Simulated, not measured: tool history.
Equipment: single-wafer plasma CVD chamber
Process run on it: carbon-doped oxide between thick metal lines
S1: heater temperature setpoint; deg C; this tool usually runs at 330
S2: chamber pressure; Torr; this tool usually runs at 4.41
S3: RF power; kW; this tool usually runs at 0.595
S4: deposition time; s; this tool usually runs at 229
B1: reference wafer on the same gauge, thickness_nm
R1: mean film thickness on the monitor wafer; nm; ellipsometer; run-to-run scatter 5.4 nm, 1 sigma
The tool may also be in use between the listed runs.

run 1 day=0 | S1=330 S2=4.41 S3=0.595 S4=229 | B1=1432.117 | R1=1339.736
run 2 day=1.033 | S1=330 S2=4.41 S3=0.595 S4=229 | B1=1430.586 | R1=1329.455
run 3 day=1.6 | S1=330 S2=4.66 S3=0.595 S4=263 | B1=1430.233 | R1=1546.777
run 4 day=3.038 | S1=330 S2=4.66 S3=0.595 S4=263 | B1=1429.468 | R1=1552.229
run 5 day=4.312 | S1=330 S2=4.41 S3=0.595 S4=209 | B1=1429.815 | R1=1227.246
run 6 day=5.212 | S1=340 S2=4.41 S3=0.635 S4=229 | B1=1429.349 | R1=1351.328
run 7 day=5.846 | S1=334 S2=4.41 S3=0.595 S4=187 | B1=1429.839 | R1=1073.517
run 8 day=9.379 | S1=330 S2=4.41 S3=0.51 S4=210 | B1=1431.006 | R1=1102.656
-- day=11.054 showerhead replaced
run 9 day=11.075 | S1=330 S2=4.41 S3=0.595 S4=209 | B1=1430.253 | R1=1211.879
-- day=12.196 RF generator calibrated
run 10 day=12.217 | S1=330 S2=4.41 S3=0.595 S4=229 | B1=1430.296 | R1=1281.983
run 11 day=13.008 | S1=330 S2=4.41 S3=0.595 S4=229 | B1=1429.383 | R1=1291.669
run 12 day=13.6 | S1=330 S2=4.41 S3=0.595 S4=251 | B1=1431.278 | R1=1411.409
run 13 day=14.612 | S1=330 S2=4.41 S3=0.595 S4=229 | B1=1430.716 | R1=1295.442
run 14 day=15.638 | S1=330 S2=4.41 S3=0.595 S4=245 | B1=1432.032 | R1=1387.859
run 15 day=16.45 | S1=334 S2=4.41 S3=0.515 S4=273 | B1=1429.261 | R1=1367.538
run 16 day=17.358 | S1=335 S2=4.41 S3=0.595 S4=229 | B1=1429.651 | R1=1268.144

Run 17 is up next; what results do you expect?
run 17 day=17.979 | S1=335 S2=3.79 S3=0.595 S4=229 | B1=? | R1=?

Run 17 gave B1 1429.787, R1 1217.971 nm.
With no hidden state in the tool, this same run would have given R1 1305.572 nm.
